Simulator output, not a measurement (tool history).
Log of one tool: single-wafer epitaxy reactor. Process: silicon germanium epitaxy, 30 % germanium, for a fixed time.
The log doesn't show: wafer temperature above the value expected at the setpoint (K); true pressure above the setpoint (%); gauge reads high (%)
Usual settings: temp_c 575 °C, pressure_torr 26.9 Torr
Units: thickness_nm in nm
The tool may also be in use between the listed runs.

| run | hour | temp_c | pressure_torr | wafers since the last listed run | hours since the last pyrometer calibration | hours since the last manometer calibration | hours since the showerhead was replaced | hours since the gauge calibration | read-back reference wafer on the same gauge, thickness_nm | thickness_nm |
|---|---|---|---|---|---|---|---|---|---|---|
| 1 | 0.0 | 578 | 26.9 | 0 | 1257.1 | 435.3 | 3523.9 | 691.4 | 40.159 | 48.234 |
| 2 | 15.2 | 578 | 26.9 | 212 | 1272.3 | 450.5 | 3539.1 | 706.6 | 40.162 | 48.226 |
| 3 | 29.9 | 578 | 26.9 | 205 | 1287.0 | 465.2 | 3553.8 | 721.3 | 40.151 | 48.107 |
| 4 | 55.4 | 570 | 26.9 | 356 | 1312.5 | 490.7 | 3579.3 | 746.8 | 40.209 | 41.329 |
| 5 | 80.2 | 570 | 26.9 | 347 | 1337.3 | 515.5 | 3604.1 | 771.6 | 40.161 | 41.502 |
| 6 | 128.8 | 575 | 21.6 | 680 | 1385.9 | 564.1 | 3652.7 | 820.2 | 40.181 | 41.754 |
| 7 | 148.5 | 575 | 21.6 | 275 | 1405.6 | 583.8 | 3672.4 | 839.9 | 40.209 | 41.639 |
| 8 | 167.4 | 575 | 26.9 | 264 | 1424.5 | 602.7 | 3691.3 | 858.8 | 40.220 | 45.693 |
| 9 | 197.3 | 575 | 26.9 | 418 | 1454.4 | 632.6 | 3721.2 | 888.7 | 40.247 | 45.751 |
|  | 221.1 | pyrometer calibrated |
| 10 | 225.7 | 575 | 26.9 | 285 | 4.6 | 661.0 | 3749.6 | 917.1 | 40.181 | 45.472 |
| 11 | 245.1 | 575 | 26.9 | 271 | 24.0 | 680.4 | 3769.0 | 936.5 | 40.221 | 45.653 |
| 12 | 264.9 | 575 | 26.9 | 277 | 43.8 | 700.2 | 3788.8 | 956.3 | 40.234 | 45.563 |
| 13 | 290.4 | 583 | 24.9 | 356 | 69.3 | 725.7 | 3814.3 | 981.8 | 40.230 | 51.271 |
| 14 | 306.5 | 575 | 26.9 | 225 | 85.4 | 741.8 | 3830.4 | 997.9 | 40.202 | 45.571 |
|  | 318.3 | gauge calibrated |
| 15 | 407.8 | 575 | 26.9 | 1418 | 186.7 | 843.1 | 3931.7 | 89.5 | 39.321 | 44.500 |
| 16 | 437.0 | 575 | 30.0 | 408 | 215.9 | 872.3 | 3960.9 | 118.7 | 39.363 | 46.761 |
| 17 | 460.4 | 586 | 29.4 | 327 | 239.3 | 895.7 | 3984.3 | 142.1 | 39.463 | 56.752 |
| 18 | 485.8 | 575 | 26.9 | 355 | 264.7 | 921.1 | 4009.7 | 167.5 | 39.501 | 44.859 |
| 19 | 515.9 | 580 | 26.9 | 421 | 294.8 | 951.2 | 4039.8 | 197.6 | 39.571 | 49.450 |
|  | 539.3 | showerhead replaced |
| 20 | 539.8 | 569 | 33.0 | 222 | 318.7 | 975.1 | 0.5 | 221.5 | 39.599 | 43.186 |
| 21 | 551.9 | 585 | 23.8 | 169 | 330.8 | 987.2 | 12.6 | 233.6 | 39.641 | 51.518 |
| 22 | 573.1 | 580 | 32.3 | 296 | 352.0 | 1008.4 | 33.8 | 254.8 | 39.681 | 53.254 |
|  | 602.4 | capacitance manometer re-zeroed and calibrated |
| 23 | 602.9 | 569 | 21.6 | 305 | 381.8 | 0.5 | 63.6 | 284.6 | 39.709 | 36.750 |
| 24 | 627.0 | 585 | 21.2 | 337 | 405.9 | 24.6 | 87.7 | 308.7 | 39.785 | 49.310 |
| 25 | 648.4 | 569 | 22.3 | 299 | 427.3 | 46.0 | 109.1 | 330.1 | 39.745 | 37.192 |
| 26 | 669.4 | 563 | 26.9 | 293 | 448.3 | 67.0 | 130.1 | 351.1 | 39.767 | 35.753 |
| 27 | 699.3 | 575 | 30.0 | 418 | 478.2 | 96.9 | 160.0 | 381.0 | 39.852 | 47.232 |
| 28 | 720.6 | 570 | 22.5 | 298 | 499.5 | 118.2 | 181.3 | 402.3 | 39.781 | 38.152 |
| 29 | 747.4 | 588 | 30.5 | 375 | 526.3 | 145.0 | 208.1 | 429.1 | 39.867 | 60.467 |
| 30 | 781.1 | 575 | 33.5 | 471 | 560.0 | 178.7 | 241.8 | 462.8 | 39.882 | 49.101 |
| 31 | 870.2 | 575 | 26.9 | 1247 | 649.1 | 267.8 | 330.9 | 551.9 | 39.934 | 44.892 |
| 32 | 885.9 | 584 | 24.2 | 219 | 664.8 | 283.5 | 346.6 | 567.6 | 39.942 | 51.490 |
| 33 | 904.4 | 581 | 20.2 | 258 | 683.3 | 302.0 | 365.1 | 586.1 | 39.962 | 45.240 |
| 34 | 939.7 | 575 | 26.9 | 494 | 718.6 | 337.3 | 400.4 | 621.4 | 39.957 | 45.211 |
| 35 | 962.1 | 590 | 21.5 | 313 | 741.0 | 359.7 | 422.8 | 643.8 | 39.967 | 54.865 |

4 ways to go on from here, each from the tool as it stands after run 35. What would each give?
| A | 962.5 | 581 | 26.9 | 5 | 741.4 | 360.1 | 423.2 | 644.2 | ? | ? |
| B | 962.5 | 570 | 25.2 | 5 | 741.4 | 360.1 | 423.2 | 644.2 | ? | ? |
| C | 962.5 | 584 | 23.4 | 5 | 741.4 | 360.1 | 423.2 | 644.2 | ? | ? |
| D | 962.5 | 564 | 31.6 | 5 | 741.4 | 360.1 | 423.2 | 644.2 | ? | ? |

| run | read-back reference wafer on the same gauge, thickness_nm | thickness_nm |
|---|---|---|
| A | 39.963 | 50.673 |
| B | 39.963 | 40.024 |
| C | 39.963 | 50.733 |
| D | 39.963 | 38.950 |
Without the tool's hidden state the same runs would have given:
| run | thickness_nm |
|---|---|
| A | 49.691 |
| B | 39.248 |
| C | 49.750 |
| D | 38.195 |
